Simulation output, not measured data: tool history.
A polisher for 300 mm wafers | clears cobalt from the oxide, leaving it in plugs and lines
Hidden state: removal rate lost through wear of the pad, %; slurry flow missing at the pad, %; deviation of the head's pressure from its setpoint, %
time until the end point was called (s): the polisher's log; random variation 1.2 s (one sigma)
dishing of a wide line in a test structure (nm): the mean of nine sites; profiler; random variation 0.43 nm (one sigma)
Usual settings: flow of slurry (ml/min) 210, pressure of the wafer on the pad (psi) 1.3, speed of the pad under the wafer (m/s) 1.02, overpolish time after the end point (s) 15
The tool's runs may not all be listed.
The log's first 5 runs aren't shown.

run,day,flow of slurry (ml/min),pressure of the wafer on the pad (psi),speed of the pad under the wafer (m/s),overpolish time after the end point (s),wafers since the last listed run,wafers polished on this pad,hours since the slurry nozzle was cleaned,hours since the head pressure was calibrated,"incoming thickness of the incoming film, nm",time until the end point was called (s),dishing of a wide line in a test structure (nm)
# day 4.408: worn pad replaced by a new one
6,4.804,210,1.3,1.02,15,66,63,561.6,635.2,269.8,93.5,24.8
7,6.029,210,1.3,0.82,15,197,261,591,664.6,270.4,113.3,21
8,6.642,210,1.3,0.82,15,98,359,605.7,679.3,269.7,115,21.7
9,8.067,210,1.3,0.82,15,229,588,639.9,713.5,267.8,115.7,21
10,9.329,210,1.3,1.02,15,203,791,670.2,743.8,272.4,92.5,24.3
# day 9.508: worn pad replaced by a new one
11,10.554,210,1.3,1.02,15,170,168,699.6,773.2,268,92,24.2
# day 11.958: slurry nozzle cleaned
12,11.979,210,1.3,1.02,22,222,390,0.5,807.4,269.3,92.7,28.1
13,12.983,210,1.3,1.02,9,161,552,24.6,831.5,269.3,92.4,17.5
14,13.679,210,1.3,1.02,15,111,664,41.3,848.2,270.8,91.8,24.4
15,14.221,210,1.3,1.02,15,87,751,54.3,861.2,275,92.7,23.9
# day 15.221: worn pad replaced by a new one
16,15.275,145,1.3,0.72,21,142,8,79.6,886.5,269,132.5,24.3
17,16.617,265,1.3,1.02,15,215,224,111.8,918.7,267.4,88.6,24.5
18,18.108,210,1.5,1.12,15,240,464,147.6,954.5,271.1,73.7,27.4
19,18.767,210,1.6,1.02,15,105,570,163.4,970.3,269.3,74.2,26.3
20,20.117,150,1.3,1.02,15,217,788,195.8,1002.7,270.3,93.7,24
# day 21.35: worn pad replaced by a new one
21,21.429,210,1.3,1.02,15,184,13,227.3,1034.2,266.7,89,24.8
22,22.196,210,1.3,1.02,15,123,136,245.7,1052.6,271.3,93.8,24
# day 22.429: head pressure recalibrated
23,23.304,210,1.3,1.02,15,164,301,272.3,21,269,91.8,24.6
24,24,135,1.3,1.3,24,111,413,289,37.7,268,75.4,31.2
25,25.471,170,1.3,0.78,15,236,649,324.3,73,272.8,123.7,20.4
26,26.267,210,1.7,1.02,15,128,777,343.4,92.1,268.4,71.2,26.9
# day 26.525: worn pad replaced by a new one
27,26.779,210,1.3,1.02,15,55,40,355.7,104.4,269.9,91.1,24.6
28,28.271,210,1.1,1.22,12,240,280,391.5,140.2,268.9,90.5,21.4
29,28.967,210,1,1.12,22,111,392,408.2,156.9,271.1,110.6,27.2
30,29.633,265,1,1.22,15,107,499,424.2,172.9,269.3,96.9,23.9

Forecast each of these 3 alternatives for the next run:
A,29.654,210,1.3,1.02,15,3,503,424.7,173.4,275.2,?,?
B,29.654,210,1.3,1.02,24,3,503,424.7,173.4,275.2,?,?
C,29.654,235,1.1,0.68,20,3,503,424.7,173.4,275.2,?,?

run,time until the end point was called (s),dishing of a wide line in a test structure (nm)
A,94.1,23.5
B,94.1,28.7
C,165.4,20.2
Without the tool's hidden state the same runs would have given:
run,time until the end point was called (s),dishing of a wide line in a test structure (nm)
A,94.1,23.5
B,94.1,28.7
C,165.4,20.2

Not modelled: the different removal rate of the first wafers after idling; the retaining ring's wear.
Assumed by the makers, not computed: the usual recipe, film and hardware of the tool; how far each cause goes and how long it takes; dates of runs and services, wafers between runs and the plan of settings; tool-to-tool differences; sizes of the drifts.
